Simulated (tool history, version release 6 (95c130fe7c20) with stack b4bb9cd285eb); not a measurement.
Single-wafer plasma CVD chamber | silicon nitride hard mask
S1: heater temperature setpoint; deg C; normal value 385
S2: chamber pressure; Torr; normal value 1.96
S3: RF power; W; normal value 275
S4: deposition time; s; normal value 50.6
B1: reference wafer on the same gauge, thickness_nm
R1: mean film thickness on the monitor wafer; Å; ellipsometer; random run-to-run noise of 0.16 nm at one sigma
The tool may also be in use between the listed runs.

| run | hour | S1 | S2 | S3 | S4 | B1 | R1 |
|---|---|---|---|---|---|---|---|
| 1 | 0 | 385 | 1.96 | 295 | 50.6 | 73.219 | 613.47 |
| 2 | 17.3 | 385 | 1.96 | 295 | 50.6 | 73.22 | 612.46 |
| 3 | 25.5 | 385 | 1.96 | 295 | 50.6 | 73.174 | 618.03 |
| 4 | 38 | 385 | 1.96 | 305 | 50.6 | 73.179 | 628.68 |
| 5 | 44.4 | 385 | 1.96 | 305 | 50.6 | 73.167 | 626.65 |
| 6 | 61 | 385 | 1.96 | 275 | 50.6 | 73.259 | 586.03 |
| 7 | 77 | 385 | 1.96 | 275 | 50.6 | 73.237 | 582.27 |
| 8 | 83.7 | 385 | 1.96 | 275 | 50.6 | 73.236 | 583.84 |
| 9 | 91.7 | 385 | 1.96 | 275 | 50.6 | 73.195 | 583.09 |
| 10 | 98.2 | 385 | 1.96 | 275 | 50.6 | 73.177 | 582.14 |
| 11 | 111.2 | 385 | 1.96 | 245 | 50.6 | 73.145 | 538.25 |
|  | 121.3 | capacitance manometer re-zeroed and calibrated |
|  | 127.4 | gauge calibrated |
| 12 | 128.4 | 396 | 1.96 | 275 | 43.3 | 73.154 | 496.23 |
|  | 141.1 | thermocouple changed; heater temperature recalibrated |
|  | 169.5 | RF generator calibrated |
| 13 | 178.4 | 385 | 1.96 | 275 | 50.6 | 73.242 | 611.95 |
| 14 | 191.9 | 385 | 1.96 | 235 | 50.6 | 73.19 | 550.5 |
| 15 | 205.1 | 385 | 1.96 | 275 | 50.6 | 73.161 | 611.61 |
|  | 220 | showerhead replaced |
| 16 | 220.5 | 385 | 1.96 | 275 | 50.6 | 73.24 | 608.27 |
| 17 | 224.8 | 378 | 1.96 | 275 | 47.3 | 73.205 | 572.66 |
| 18 | 240.5 | 385 | 1.96 | 275 | 59.6 | 73.205 | 719.22 |
| 19 | 248.9 | 393 | 1.65 | 275 | 43.5 | 73.23 | 498.19 |
| 20 | 261.3 | 385 | 2.1 | 275 | 50.6 | 73.177 | 621.53 |
| 21 | 278.7 | 385 | 1.82 | 245 | 50.6 | 73.173 | 555.21 |
| 22 | 294 | 385 | 1.96 | 275 | 50.6 | 73.253 | 608.54 |
| 23 | 303.7 | 373 | 1.51 | 325 | 40.9 | 73.241 | 511.46 |

Forecast each of these 4 alternatives for the next run:
| A | 304.1 | 385 | 1.96 | 255 | 50.6 | ? | ? |
| B | 304.1 | 395 | 1.96 | 245 | 46 | ? | ? |
| C | 304.1 | 385 | 2.43 | 245 | 50.6 | ? | ? |
| D | 304.1 | 381 | 2.15 | 315 | 50.6 | ? | ? |

| run | B1 | R1 |
|---|---|---|
| A | 73.245 | 578.39 |
| B | 73.245 | 510.16 |
| C | 73.245 | 596.56 |
| D | 73.245 | 678.32 |
The same runs, with their run-to-run variation unchanged, on a tool lacking any hidden condition would have given:
| run | R1 |
|---|---|
| A | 582.17 |
| B | 513.5 |
| C | 600.46 |
| D | 682.45 |

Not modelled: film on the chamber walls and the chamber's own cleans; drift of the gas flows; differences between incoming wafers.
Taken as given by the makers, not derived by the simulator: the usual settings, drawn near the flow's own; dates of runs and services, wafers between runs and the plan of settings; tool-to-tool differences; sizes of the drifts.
